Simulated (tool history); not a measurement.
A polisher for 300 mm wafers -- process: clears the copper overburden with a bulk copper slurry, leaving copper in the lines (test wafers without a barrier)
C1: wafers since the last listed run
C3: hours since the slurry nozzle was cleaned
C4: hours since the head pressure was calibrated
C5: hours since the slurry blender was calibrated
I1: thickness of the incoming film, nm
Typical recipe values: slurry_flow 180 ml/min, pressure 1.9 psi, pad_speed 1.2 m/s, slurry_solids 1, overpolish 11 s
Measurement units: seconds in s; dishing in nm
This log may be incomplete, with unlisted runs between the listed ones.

Run 1, hour 0: usual settings; C1 0; wafers polished on this pad 1071; C3 174.8; C4 347.9; C5 284; I1 629. Result: seconds 105.2 s, dishing 41.9 nm.
At hour 32.2: head pressure recalibrated.
At hour 39.9: worn pad replaced by a new one.
Run 2, hour 64.6: usual settings; C1 451; wafers polished on this pad 189; C3 239.4; C4 32.4; C5 348.6; I1 636.3. Result: seconds 103.1 s, dishing 43 nm.
At hour 112.1: slurry blender recalibrated.
Run 3, hour 170.9: usual settings but pressure 1.7 psi; C1 802; wafers polished on this pad 992; C3 345.7; C4 138.7; C5 58.8; I1 632.1. Result: seconds 122 s, dishing 37.2 nm.
Run 4, hour 210.1: usual settings but pressure 1.7 psi; C1 301; wafers polished on this pad 1294; C3 384.9; C4 177.9; C5 98; I1 626.9. Result: seconds 121.8 s, dishing 38 nm.
At hour 243.8: worn pad replaced by a new one.
Run 5, hour 254.9: usual settings but pressure 1.7 psi; C1 314; wafers polished on this pad 85; C3 429.7; C4 222.7; C5 142.8; I1 627.1. Result: seconds 118.2 s, dishing 37.8 nm.
Run 6, hour 293.8: usual settings but slurry_flow 155 ml/min; C1 299; wafers polished on this pad 385; C3 468.6; C4 261.6; C5 181.7; I1 641.1. Result: seconds 116.6 s, dishing 39.4 nm.
Run 7, hour 342.7: usual settings but slurry_flow 155 ml/min; C1 376; wafers polished on this pad 761; C3 517.5; C4 310.5; C5 230.6; I1 632.7. Result: seconds 118.2 s, dishing 38.6 nm.
Run 8, hour 430.6: usual settings; C1 676; wafers polished on this pad 1438; C3 605.4; C4 398.4; C5 318.5; I1 619.9. Result: seconds 110.6 s, dishing 41.5 nm.
At hour 458.9: worn pad replaced by a new one.
At hour 474.4: slurry blender recalibrated.
At hour 497.6: head pressure recalibrated.
Run 9, hour 498.1: usual settings; C1 458; wafers polished on this pad 271; C3 672.9; C4 0.5; C5 23.7; I1 625.9. Result: seconds 111.8 s, dishing 41.4 nm.
At hour 547.8: slurry nozzle cleaned.
Run 10, hour 591.1: usual settings but pad_speed 0.96 m/s, slurry_solids 0.7, overpolish 5 s; C1 708; wafers polished on this pad 979; C3 43.3; C4 93.5; C5 116.7; I1 638.1. Result: seconds 137 s, dishing 17.6 nm.
Run 11, hour 667.8: usual settings but pad_speed 1.04 m/s; C1 590; wafers polished on this pad 1569; C3 120; C4 170.2; C5 193.4; I1 625.2. Result: seconds 118.9 s, dishing 38.2 nm.
At hour 688: worn pad replaced by a new one.
Run 12, hour 763.2: usual settings but pad_speed 1.04 m/s, slurry_solids 1.2; C1 703; wafers polished on this pad 579; C3 215.4; C4 265.6; C5 288.8; I1 633.9. Result: seconds 115.4 s, dishing 39.8 nm.
At hour 807.7: slurry blender recalibrated.
Run 13, hour 822.2: usual settings but pad_speed 1.06 m/s, overpolish 8 s; C1 438; wafers polished on this pad 1017; C3 274.4; C4 324.6; C5 14.5; I1 638.3. Result: seconds 125 s, dishing 27.8 nm.
At hour 870.3: worn pad replaced by a new one.
Run 14, hour 876.3: usual settings; C1 385; wafers polished on this pad 46; C3 328.5; C4 378.7; C5 68.6; I1 637.4. Result: seconds 114.2 s, dishing 40.4 nm.
Run 15, hour 961.3: usual settings but pressure 2.6 psi; C1 654; wafers polished on this pad 700; C3 413.5; C4 463.7; C5 153.6; I1 633.6. Result: seconds 79.8 s, dishing 52.8 nm.
At hour 975.4: head pressure recalibrated.
Run 16, hour 1010.2: usual settings but pressure 2.3 psi, slurry_solids 1.25; C1 361; wafers polished on this pad 1061; C3 462.4; C4 34.8; C5 202.5; I1 632.4. Result: seconds 87.1 s, dishing 50.4 nm.

Across each entry between runs, compare the hidden state at the last listed run before it with the hidden state at the first listed run after it:
Runs 1 to 2: head pressure recalibrated (hour 32.2); worn pad replaced by a new one (hour 39.9)
  slurry flow missing at the pad, %: 24.4 -> 29.3
  measured value less the no-hidden-state value, seconds: +5.2 -> +6.6 s; dishing: -1.7 -> -2.3 nm
Runs 2 to 3: slurry blender recalibrated (hour 112.1)
  slurry flow missing at the pad, %: 29.3 -> 34.7
  measured value less the no-hidden-state value, seconds: +6.6 -> +10 s; dishing: -2.3 -> -2.5 nm
Runs 4 to 5: worn pad replaced by a new one (hour 243.8)
  slurry flow missing at the pad, %: 36.2 -> 37.6
  measured value less the no-hidden-state value, seconds: +10.6 -> +11 s; dishing: -2.8 -> -3 nm
Runs 8 to 9: worn pad replaced by a new one (hour 458.9); slurry blender recalibrated (hour 474.4); head pressure recalibrated (hour 497.6)
  slurry flow missing at the pad, %: 41 -> 41.8
  measured value less the no-hidden-state value, seconds: +11.8 -> +12.3 s; dishing: -3.8 -> -3.9 nm
Runs 9 to 10: slurry nozzle cleaned (hour 547.8)
  slurry flow missing at the pad, %: 41.8 -> 13.2
  measured value less the no-hidden-state value, seconds: +12.3 -> +3.2 s; dishing: -3.9 -> -0.4 nm
Runs 11 to 12: worn pad replaced by a new one (hour 688)
  slurry flow missing at the pad, %: 23.2 -> 31.7
  measured value less the no-hidden-state value, seconds: +5.6 -> +8.3 s; dishing: -1.5 -> -2.4 nm
Runs 12 to 13: slurry blender recalibrated (hour 807.7)
  slurry flow missing at the pad, %: 31.7 -> 35.4
  measured value less the no-hidden-state value, seconds: +8.3 -> +10.5 s; dishing: -2.4 -> -2.2 nm
Runs 13 to 14: worn pad replaced by a new one (hour 870.3)
  slurry flow missing at the pad, %: 35.4 -> 38.1
  measured value less the no-hidden-state value, seconds: +10.5 -> +10.8 s; dishing: -2.2 -> -3.2 nm
Runs 15 to 16: head pressure recalibrated (hour 975.4)
  slurry flow missing at the pad, %: 41.2 -> 42.5
  measured value less the no-hidden-state value, seconds: +8.6 -> +9.8 s; dishing: -4.6 -> -4.7 nm
